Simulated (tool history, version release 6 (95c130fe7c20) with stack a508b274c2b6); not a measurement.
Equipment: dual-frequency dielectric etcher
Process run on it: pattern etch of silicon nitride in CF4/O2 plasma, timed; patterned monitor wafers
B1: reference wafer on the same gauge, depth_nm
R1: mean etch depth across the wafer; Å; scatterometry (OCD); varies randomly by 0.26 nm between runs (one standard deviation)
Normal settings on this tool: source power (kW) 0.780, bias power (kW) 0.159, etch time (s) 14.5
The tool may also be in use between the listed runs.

{"run": 1, "day": 0.0, "source power (kW)": 0.78, "bias power (kW)": 0.159, "etch time (s)": 14.5, "B1": 39.54, "R1": 399.3}
{"run": 2, "day": 2.433, "source power (kW)": 0.73, "bias power (kW)": 0.189, "etch time (s)": 14.5, "B1": 39.53, "R1": 408.4}
{"run": 3, "day": 4.388, "source power (kW)": 0.73, "bias power (kW)": 0.189, "etch time (s)": 14.5, "B1": 39.5, "R1": 406.7}
{"day": 6.621, "done": "source power generator calibrated"}
{"day": 6.658, "done": "gauge calibrated"}
{"run": 4, "day": 8.121, "source power (kW)": 0.78, "bias power (kW)": 0.159, "etch time (s)": 14.5, "B1": 39.5, "R1": 394.5}
{"day": 11.938, "done": "wet clean of the chamber"}
{"run": 5, "day": 11.958, "source power (kW)": 0.78, "bias power (kW)": 0.159, "etch time (s)": 14.5, "B1": 39.51, "R1": 410.9}
{"run": 6, "day": 19.917, "source power (kW)": 0.78, "bias power (kW)": 0.159, "etch time (s)": 14.5, "B1": 39.56, "R1": 407.6}
{"run": 7, "day": 22.017, "source power (kW)": 0.78, "bias power (kW)": 0.159, "etch time (s)": 14.5, "B1": 39.45, "R1": 406.5}
{"run": 8, "day": 25.625, "source power (kW)": 0.78, "bias power (kW)": 0.159, "etch time (s)": 12.0, "B1": 39.53, "R1": 332.5}
{"day": 28.879, "done": "upper electrode replaced"}
{"day": 28.908, "done": "bias power generator calibrated"}
{"run": 9, "day": 28.929, "source power (kW)": 0.78, "bias power (kW)": 0.159, "etch time (s)": 14.5, "B1": 39.49, "R1": 400.5}
{"run": 10, "day": 31.096, "source power (kW)": 0.61, "bias power (kW)": 0.178, "etch time (s)": 14.5, "B1": 39.55, "R1": 351.3}
{"run": 11, "day": 35.5, "source power (kW)": 0.78, "bias power (kW)": 0.14, "etch time (s)": 13.0, "B1": 39.5, "R1": 344.4}
{"run": 12, "day": 39.05, "source power (kW)": 0.78, "bias power (kW)": 0.159, "etch time (s)": 14.5, "B1": 39.52, "R1": 393.4}
{"run": 13, "day": 42.058, "source power (kW)": 0.91, "bias power (kW)": 0.145, "etch time (s)": 18.0, "B1": 39.49, "R1": 535.3}
{"run": 14, "day": 45.271, "source power (kW)": 0.86, "bias power (kW)": 0.159, "etch time (s)": 14.5, "B1": 39.46, "R1": 426.7}
{"day": 48.138, "done": "wet clean of the chamber"}
{"run": 15, "day": 49.25, "source power (kW)": 0.78, "bias power (kW)": 0.159, "etch time (s)": 16.5, "B1": 39.51, "R1": 471.1}
{"run": 16, "day": 50.883, "source power (kW)": 0.78, "bias power (kW)": 0.159, "etch time (s)": 14.5, "B1": 39.52, "R1": 414.7}
{"run": 17, "day": 55.004, "source power (kW)": 0.78, "bias power (kW)": 0.159, "etch time (s)": 14.5, "B1": 39.52, "R1": 410.2}
{"run": 18, "day": 59.462, "source power (kW)": 0.67, "bias power (kW)": 0.142, "etch time (s)": 13.0, "B1": 39.49, "R1": 310.4}
{"run": 19, "day": 63.804, "source power (kW)": 0.93, "bias power (kW)": 0.196, "etch time (s)": 14.5, "B1": 39.5, "R1": 504.0}
{"run": 20, "day": 68.221, "source power (kW)": 0.7, "bias power (kW)": 0.177, "etch time (s)": 10.5, "B1": 39.53, "R1": 281.1}
{"run": 21, "day": 69.942, "source power (kW)": 0.78, "bias power (kW)": 0.137, "etch time (s)": 11.5, "B1": 39.43, "R1": 302.2}
{"run": 22, "day": 73.688, "source power (kW)": 0.7, "bias power (kW)": 0.159, "etch time (s)": 18.0, "B1": 39.5, "R1": 452.3}
{"run": 23, "day": 75.346, "source power (kW)": 0.78, "bias power (kW)": 0.159, "etch time (s)": 14.5, "B1": 39.54, "R1": 398.0}
{"run": 24, "day": 79.746, "source power (kW)": 0.78, "bias power (kW)": 0.172, "etch time (s)": 18.5, "B1": 39.54, "R1": 522.7}
{"run": 25, "day": 81.679, "source power (kW)": 0.93, "bias power (kW)": 0.159, "etch time (s)": 11.5, "B1": 39.52, "R1": 358.5}
{"day": 84.008, "done": "wet clean of the chamber"}
{"run": 26, "day": 84.029, "source power (kW)": 0.78, "bias power (kW)": 0.159, "etch time (s)": 14.5, "B1": 39.49, "R1": 412.5}

Run 27 comes next. What will it give?
{"run": 27, "day": 93.242, "source power (kW)": 0.91, "bias power (kW)": 0.159, "etch time (s)": 14.5, "B1": "?", "R1": "?"}

B1: 39.58
R1: 456.4 Å
On a tool with no hidden condition, and with the same random variation, this run would have come out at R1 461.2 Å.

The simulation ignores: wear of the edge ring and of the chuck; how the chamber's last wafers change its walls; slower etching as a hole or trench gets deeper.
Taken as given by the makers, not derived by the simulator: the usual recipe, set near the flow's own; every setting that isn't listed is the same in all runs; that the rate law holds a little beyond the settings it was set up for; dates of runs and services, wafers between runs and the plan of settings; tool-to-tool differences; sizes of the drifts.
